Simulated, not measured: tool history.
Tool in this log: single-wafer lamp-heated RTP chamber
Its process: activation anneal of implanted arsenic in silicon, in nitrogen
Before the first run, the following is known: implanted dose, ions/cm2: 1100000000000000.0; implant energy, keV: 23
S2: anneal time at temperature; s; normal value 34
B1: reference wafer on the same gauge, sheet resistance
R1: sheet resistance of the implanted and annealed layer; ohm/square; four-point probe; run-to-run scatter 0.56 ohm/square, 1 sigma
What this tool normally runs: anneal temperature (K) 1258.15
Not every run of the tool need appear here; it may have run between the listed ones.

Run 1, hour 0: usual settings; B1 107.88. Result: R1 122.32 ohm/square.
Run 2, hour 26.9: usual settings; B1 108.03. Result: R1 121.84 ohm/square.
Run 3, hour 91.6: usual settings; B1 108.04. Result: R1 120.89 ohm/square.
Run 4, hour 181.8: usual settings; B1 108.1. Result: R1 122.8 ohm/square.
Run 5, hour 216.5: usual settings but S2 44 s; B1 107.88. Result: R1 120.07 ohm/square.
Run 6, hour 285.8: usual settings but S2 44 s; B1 107.99. Result: R1 119.85 ohm/square.
Run 7, hour 351.2: usual settings but anneal temperature (K) 1276.15, S2 38 s; B1 107.88. Result: R1 115.65 ohm/square.
Run 8, hour 389.2: usual settings but anneal temperature (K) 1276.15, S2 38 s; B1 107.97. Result: R1 115.2 ohm/square.
Run 9, hour 441.8: usual settings; B1 108.11. Result: R1 119.93 ohm/square.
Run 10, hour 470.9: usual settings; B1 107.96. Result: R1 121.37 ohm/square.
Run 11, hour 495: usual settings; B1 108.15. Result: R1 121.58 ohm/square.
Run 12, hour 548.6: usual settings but anneal temperature (K) 1250.15, S2 47 s; B1 107.89. Result: R1 120.11 ohm/square.
Run 13, hour 580.7: usual settings but S2 50 s; B1 107.98. Result: R1 118.6 ohm/square.
Run 14, hour 639.4: usual settings but anneal temperature (K) 1247.15, S2 44 s; B1 108.05. Result: R1 121.19 ohm/square.
Run 15, hour 704.1: usual settings but anneal temperature (K) 1234.15, S2 47 s; B1 107.99. Result: R1 124.4 ohm/square.
Run 16, hour 768.2: usual settings but anneal temperature (K) 1245.15; B1 107.84. Result: R1 126.52 ohm/square.
Run 17, hour 803: usual settings but anneal temperature (K) 1232.15, S2 25 s; B1 108.05. Result: R1 135.3 ohm/square.
Run 18, hour 864.4: usual settings but anneal temperature (K) 1249.15, S2 52 s; B1 107.93. Result: R1 120.18 ohm/square.
Run 19, hour 934.3: usual settings but anneal temperature (K) 1277.15, S2 17 s; B1 107.97. Result: R1 123.06 ohm/square.
Run 20, hour 979.5: usual settings but S2 44 s; B1 108.1. Result: R1 117.29 ohm/square.
Run 21, hour 1036.2: usual settings; B1 108.06. Result: R1 119.92 ohm/square.
Run 22, hour 1096.1: usual settings but anneal temperature (K) 1241.15, S2 25 s; B1 107.89. Result: R1 131.09 ohm/square.

Not shown: 7 entries that the log had between the listed runs. Between which runs, and how does the tool's hidden state differ before and after?
Run 3 -> run 4: pyrometer window cleaned and pyrometer calibrated (hour 175.5)
  true wafer temperature minus pyrometer reading, K: 6.58 -> 0.782
  what was measured, less what the result would be without the hidden state, R1: -1.91 -> -0.23 ohm/square
Run 9 -> run 10: gauge calibrated (hour 446.7); pyrometer window cleaned and pyrometer calibrated (hour 461.9)
  true wafer temperature minus pyrometer reading, K: 7.52 -> 0.342
  what was measured, less what the result would be without the hidden state, R1: -2.17 -> -0.1 ohm/square
Run 14 -> run 15: reflector plate cleaned (hour 661.8)
  true wafer temperature minus pyrometer reading, K: 3.33 -> 5.91
  what was measured, less what the result would be without the hidden state, R1: -1.02 -> -2.1 ohm/square
Run 15 -> run 16: pyrometer window cleaned and pyrometer calibrated (hour 751.1)
  true wafer temperature minus pyrometer reading, K: 5.91 -> 0.354
  what was measured, less what the result would be without the hidden state, R1: -2.1 -> -0.12 ohm/square
Run 20 -> run 21: gauge calibrated (hour 1023.4)
  true wafer temperature minus pyrometer reading, K: 5.28 -> 8.05
  what was measured, less what the result would be without the hidden state, R1: -1.46 -> -2.31 ohm/square
Run 21 -> run 22: pyrometer window cleaned and pyrometer calibrated (hour 1044.7)
  true wafer temperature minus pyrometer reading, K: 8.05 -> 0.512
  what was measured, less what the result would be without the hidden state, R1: -2.31 -> -0.18 ohm/square
